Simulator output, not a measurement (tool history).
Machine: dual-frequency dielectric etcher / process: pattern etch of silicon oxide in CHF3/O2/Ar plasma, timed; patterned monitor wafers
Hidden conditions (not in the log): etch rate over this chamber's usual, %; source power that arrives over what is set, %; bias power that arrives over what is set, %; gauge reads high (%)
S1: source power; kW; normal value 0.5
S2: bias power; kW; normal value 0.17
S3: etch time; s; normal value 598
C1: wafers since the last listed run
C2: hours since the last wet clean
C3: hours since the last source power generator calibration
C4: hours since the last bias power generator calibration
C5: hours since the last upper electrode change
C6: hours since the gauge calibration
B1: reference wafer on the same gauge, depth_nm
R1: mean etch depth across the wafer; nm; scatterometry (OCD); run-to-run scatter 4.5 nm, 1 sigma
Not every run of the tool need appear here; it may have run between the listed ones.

run,hour,S1,S2,S3,C1,C2,C3,C4,C5,C6,B1,R1
1,0,0.5,0.17,598,0,47.2,2256.2,3296.9,3412.9,405.1,1028.6,1068.4
2,71.3,0.5,0.17,598,137,118.5,2327.5,3368.2,3484.2,476.4,1031.2,1069
3,131.7,0.42,0.17,598,116,178.9,2387.9,3428.6,3544.6,536.8,1028.5,951.4
4,165.4,0.42,0.17,598,65,212.6,2421.6,3462.3,3578.3,570.5,1030.3,962.6
5,223.5,0.5,0.17,598,112,270.7,2479.7,3520.4,3636.4,628.6,1031.8,1081.9
6,263.2,0.5,0.17,598,76,310.4,2519.4,3560.1,3676.1,668.3,1031.1,1088.8
7,301.8,0.5,0.17,598,74,349,2558,3598.7,3714.7,706.9,1028.7,1090.3
8,355.6,0.5,0.17,598,103,402.8,2611.8,3652.5,3768.5,760.7,1029.1,1089.5
# hour 379.3: gauge calibrated
# hour 480.3: source power generator calibrated
9,551.7,0.5,0.17,598,371,598.9,71.4,3848.6,3964.6,172.4,1030.5,1107.1
# hour 610.1: wet clean of the chamber
10,610.6,0.5,0.17,598,67,0.5,130.3,3907.5,4023.5,231.3,1031,1055.3
11,621.3,0.44,0.133,470.5,20,11.2,141,3918.2,4034.2,242,1030.3,713.5
# hour 666.4: upper electrode replaced
12,757.1,0.5,0.17,598,216,147,276.8,4054,90.7,377.8,1029.2,1059.5
# hour 798: bias power generator calibrated
13,804.7,0.6,0.2,507.5,84,194.6,324.4,6.7,138.3,425.4,1029.7,1047.1
14,856.1,0.46,0.193,598,99,246,375.8,58.1,189.7,476.8,1027,1055.3
15,894.9,0.56,0.17,445.5,74,284.8,414.6,96.9,228.5,515.6,1029.5,854.6
16,955.5,0.55,0.17,526,117,345.4,475.2,157.5,289.1,576.2,1030.4,1001.7
17,1003,0.56,0.17,454.5,91,392.9,522.7,205,336.6,623.7,1030.7,884.4
18,1046,0.58,0.17,598,83,435.9,565.7,248,379.6,666.7,1028.6,1180.2

Forecast each of these 4 alternatives for the next run:
A,1046.6,0.5,0.17,598,1,436.5,566.3,248.6,380.2,667.3,?,?
B,1046.6,0.6,0.185,766.5,1,436.5,566.3,248.6,380.2,667.3,?,?
C,1046.6,0.5,0.2,598,1,436.5,566.3,248.6,380.2,667.3,?,?
D,1046.6,0.57,0.17,659.5,1,436.5,566.3,248.6,380.2,667.3,?,?

run,B1,R1
A,1028.3,1088.1
B,1028.3,1584.4
C,1028.3,1134.7
D,1028.3,1296.6
With the hidden condition removed and each run's random variation left untouched, the same runs would have given:
run,R1
A,1051.3
B,1530.8
C,1096.3
D,1252.8
